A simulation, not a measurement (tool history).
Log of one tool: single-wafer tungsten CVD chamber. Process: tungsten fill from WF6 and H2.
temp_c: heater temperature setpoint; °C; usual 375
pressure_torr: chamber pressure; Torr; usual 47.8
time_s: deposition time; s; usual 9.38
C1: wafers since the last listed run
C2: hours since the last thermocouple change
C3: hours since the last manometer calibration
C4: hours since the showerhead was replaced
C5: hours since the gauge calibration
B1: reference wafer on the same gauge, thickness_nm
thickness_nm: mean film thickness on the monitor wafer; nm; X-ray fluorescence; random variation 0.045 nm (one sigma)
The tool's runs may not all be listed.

{"run": 1, "hour": 0.0, "temp_c": 375, "pressure_torr": 51.9, "time_s": 9.38, "C1": 0, "C2": 647.2, "C3": 1348.4, "C4": 5562.8, "C5": 354.4, "B1": 22.101, "thickness_nm": 20.383}
{"run": 2, "hour": 16.3, "temp_c": 375, "pressure_torr": 47.8, "time_s": 8.97, "C1": 713, "C2": 663.5, "C3": 1364.7, "C4": 5579.1, "C5": 370.7, "B1": 22.117, "thickness_nm": 18.683}
{"run": 3, "hour": 23.5, "temp_c": 375, "pressure_torr": 47.8, "time_s": 8.97, "C1": 315, "C2": 670.7, "C3": 1371.9, "C4": 5586.3, "C5": 377.9, "B1": 22.098, "thickness_nm": 18.672}
{"run": 4, "hour": 33.2, "temp_c": 365, "pressure_torr": 47.8, "time_s": 8.07, "C1": 424, "C2": 680.4, "C3": 1381.6, "C4": 5596.0, "C5": 387.6, "B1": 22.113, "thickness_nm": 13.491}
{"run": 5, "hour": 39.9, "temp_c": 365, "pressure_torr": 47.8, "time_s": 8.07, "C1": 293, "C2": 687.1, "C3": 1388.3, "C4": 5602.7, "C5": 394.3, "B1": 22.1, "thickness_nm": 13.551}
{"run": 6, "hour": 57.4, "temp_c": 375, "pressure_torr": 47.8, "time_s": 9.38, "C1": 765, "C2": 704.6, "C3": 1405.8, "C4": 5620.2, "C5": 411.8, "B1": 22.088, "thickness_nm": 19.466}
{"run": 7, "hour": 71.5, "temp_c": 375, "pressure_torr": 47.8, "time_s": 9.38, "C1": 616, "C2": 718.7, "C3": 1419.9, "C4": 5634.3, "C5": 425.9, "B1": 22.104, "thickness_nm": 19.554}
{"run": 8, "hour": 85.4, "temp_c": 375, "pressure_torr": 47.8, "time_s": 9.38, "C1": 608, "C2": 732.6, "C3": 1433.8, "C4": 5648.2, "C5": 439.8, "B1": 22.095, "thickness_nm": 19.532}
{"run": 9, "hour": 97.4, "temp_c": 375, "pressure_torr": 47.8, "time_s": 9.38, "C1": 525, "C2": 744.6, "C3": 1445.8, "C4": 5660.2, "C5": 451.8, "B1": 22.103, "thickness_nm": 19.563}
{"run": 10, "hour": 110.5, "temp_c": 375, "pressure_torr": 47.8, "time_s": 9.38, "C1": 573, "C2": 757.7, "C3": 1458.9, "C4": 5673.3, "C5": 464.9, "B1": 22.115, "thickness_nm": 19.538}
{"run": 11, "hour": 117.6, "temp_c": 375, "pressure_torr": 47.8, "time_s": 9.38, "C1": 310, "C2": 764.8, "C3": 1466.0, "C4": 5680.4, "C5": 472.0, "B1": 22.113, "thickness_nm": 19.529}
{"run": 12, "hour": 133.1, "temp_c": 375, "pressure_torr": 47.8, "time_s": 9.38, "C1": 678, "C2": 780.3, "C3": 1481.5, "C4": 5695.9, "C5": 487.5, "B1": 22.098, "thickness_nm": 19.465}
{"hour": 141.7, "done": "gauge calibrated"}
{"run": 13, "hour": 146.6, "temp_c": 386, "pressure_torr": 47.8, "time_s": 9.38, "C1": 590, "C2": 793.8, "C3": 1495.0, "C4": 5709.4, "C5": 4.9, "B1": 22.12, "thickness_nm": 24.468}
{"run": 14, "hour": 160.5, "temp_c": 375, "pressure_torr": 47.8, "time_s": 9.38, "C1": 608, "C2": 807.7, "C3": 1508.9, "C4": 5723.3, "C5": 18.8, "B1": 22.104, "thickness_nm": 19.503}
{"run": 15, "hour": 175.0, "temp_c": 375, "pressure_torr": 47.8, "time_s": 9.38, "C1": 634, "C2": 822.2, "C3": 1523.4, "C4": 5737.8, "C5": 33.3, "B1": 22.105, "thickness_nm": 19.423}
{"run": 16, "hour": 182.2, "temp_c": 365, "pressure_torr": 47.8, "time_s": 8.07, "C1": 315, "C2": 829.4, "C3": 1530.6, "C4": 5745.0, "C5": 40.5, "B1": 22.112, "thickness_nm": 13.562}
{"run": 17, "hour": 213.1, "temp_c": 371, "pressure_torr": 51.0, "time_s": 8.19, "C1": 1351, "C2": 860.3, "C3": 1561.5, "C4": 5775.9, "C5": 71.4, "B1": 22.113, "thickness_nm": 16.143}
{"run": 18, "hour": 220.4, "temp_c": 375, "pressure_torr": 47.8, "time_s": 10.98, "C1": 319, "C2": 867.6, "C3": 1568.8, "C4": 5783.2, "C5": 78.7, "B1": 22.102, "thickness_nm": 22.791}
{"run": 19, "hour": 232.2, "temp_c": 385, "pressure_torr": 55.9, "time_s": 11.24, "C1": 516, "C2": 879.4, "C3": 1580.6, "C4": 5795.0, "C5": 90.5, "B1": 22.092, "thickness_nm": 31.123}
{"run": 20, "hour": 247.3, "temp_c": 375, "pressure_torr": 47.8, "time_s": 9.38, "C1": 660, "C2": 894.5, "C3": 1595.7, "C4": 5810.1, "C5": 105.6, "B1": 22.1, "thickness_nm": 19.485}
{"hour": 262.5, "done": "capacitance manometer re-zeroed and calibrated"}
{"run": 21, "hour": 263.0, "temp_c": 364, "pressure_torr": 47.8, "time_s": 10.81, "C1": 336, "C2": 910.2, "C3": 0.5, "C4": 5825.8, "C5": 121.3, "B1": 22.098, "thickness_nm": 18.3}
{"run": 22, "hour": 269.5, "temp_c": 365, "pressure_torr": 47.8, "time_s": 7.67, "C1": 284, "C2": 916.7, "C3": 7.0, "C4": 5832.3, "C5": 127.8, "B1": 22.097, "thickness_nm": 13.211}
{"run": 23, "hour": 282.8, "temp_c": 375, "pressure_torr": 47.8, "time_s": 9.38, "C1": 581, "C2": 930.0, "C3": 20.3, "C4": 5845.6, "C5": 141.1, "B1": 22.099, "thickness_nm": 20.112}
{"hour": 298.1, "done": "thermocouple changed; heater temperature recalibrated"}
{"run": 24, "hour": 298.6, "temp_c": 375, "pressure_torr": 47.8, "time_s": 9.38, "C1": 341, "C2": 0.5, "C3": 36.1, "C4": 5861.4, "C5": 156.9, "B1": 22.092, "thickness_nm": 19.124}
{"hour": 317.0, "done": "showerhead replaced"}
{"run": 25, "hour": 317.5, "temp_c": 369, "pressure_torr": 51.7, "time_s": 10.98, "C1": 476, "C2": 19.4, "C3": 55.0, "C4": 0.5, "C5": 175.8, "B1": 22.126, "thickness_nm": 20.672}
{"run": 26, "hour": 323.4, "temp_c": 382, "pressure_torr": 55.3, "time_s": 7.62, "C1": 258, "C2": 25.3, "C3": 60.9, "C4": 6.4, "C5": 181.7, "B1": 22.106, "thickness_nm": 19.491}
{"run": 27, "hour": 331.8, "temp_c": 375, "pressure_torr": 47.8, "time_s": 11.21, "C1": 367, "C2": 33.7, "C3": 69.3, "C4": 14.8, "C5": 190.1, "B1": 22.096, "thickness_nm": 23.134}
{"run": 28, "hour": 349.7, "temp_c": 375, "pressure_torr": 44.1, "time_s": 9.85, "C1": 783, "C2": 51.6, "C3": 87.2, "C4": 32.7, "C5": 208.0, "B1": 22.088, "thickness_nm": 19.541}
{"run": 29, "hour": 356.1, "temp_c": 375, "pressure_torr": 47.8, "time_s": 9.38, "C1": 280, "C2": 58.0, "C3": 93.6, "C4": 39.1, "C5": 214.4, "B1": 22.085, "thickness_nm": 19.334}
{"run": 30, "hour": 376.3, "temp_c": 375, "pressure_torr": 47.8, "time_s": 7.71, "C1": 883, "C2": 78.2, "C3": 113.8, "C4": 59.3, "C5": 234.6, "B1": 22.097, "thickness_nm": 15.936}
{"run": 31, "hour": 389.6, "temp_c": 380, "pressure_torr": 37.7, "time_s": 9.38, "C1": 581, "C2": 91.5, "C3": 127.1, "C4": 72.6, "C5": 247.9, "B1": 22.1, "thickness_nm": 18.994}
{"run": 32, "hour": 403.8, "temp_c": 375, "pressure_torr": 47.8, "time_s": 9.38, "C1": 621, "C2": 105.7, "C3": 141.3, "C4": 86.8, "C5": 262.1, "B1": 22.107, "thickness_nm": 19.385}
{"run": 33, "hour": 415.6, "temp_c": 365, "pressure_torr": 57.3, "time_s": 8.33, "C1": 516, "C2": 117.5, "C3": 153.1, "C4": 98.6, "C5": 273.9, "B1": 22.101, "thickness_nm": 15.225}
{"run": 34, "hour": 426.3, "temp_c": 375, "pressure_torr": 52.4, "time_s": 10.24, "C1": 468, "C2": 128.2, "C3": 163.8, "C4": 109.3, "C5": 284.6, "B1": 22.108, "thickness_nm": 22.109}

4 ways to go on from here, each from the tool as it stands after run 34. What would each give?
{"run": "A", "hour": 426.7, "temp_c": 375, "pressure_torr": 47.8, "time_s": 9.38, "C1": 17, "C2": 128.6, "C3": 164.2, "C4": 109.7, "C5": 285.0, "B1": "?", "thickness_nm": "?"}
{"run": "B", "hour": 426.7, "temp_c": 369, "pressure_torr": 41.8, "time_s": 10.62, "C1": 17, "C2": 128.6, "C3": 164.2, "C4": 109.7, "C5": 285.0, "B1": "?", "thickness_nm": "?"}
{"run": "C", "hour": 426.7, "temp_c": 367, "pressure_torr": 47.8, "time_s": 10.86, "C1": 17, "C2": 128.6, "C3": 164.2, "C4": 109.7, "C5": 285.0, "B1": "?", "thickness_nm": "?"}
{"run": "D", "hour": 426.7, "temp_c": 375, "pressure_torr": 47.8, "time_s": 10.63, "C1": 17, "C2": 128.6, "C3": 164.2, "C4": 109.7, "C5": 285.0, "B1": "?", "thickness_nm": "?"}

run=A B1=22.081 thickness_nm=19.320
run=B B1=22.081 thickness_nm=17.940
run=C B1=22.081 thickness_nm=18.841
run=D B1=22.081 thickness_nm=21.905
Without the tool's hidden state the same runs would have given:
run=A thickness_nm=19.240
run=B thickness_nm=17.862
run=C thickness_nm=18.758
run=D thickness_nm=21.814
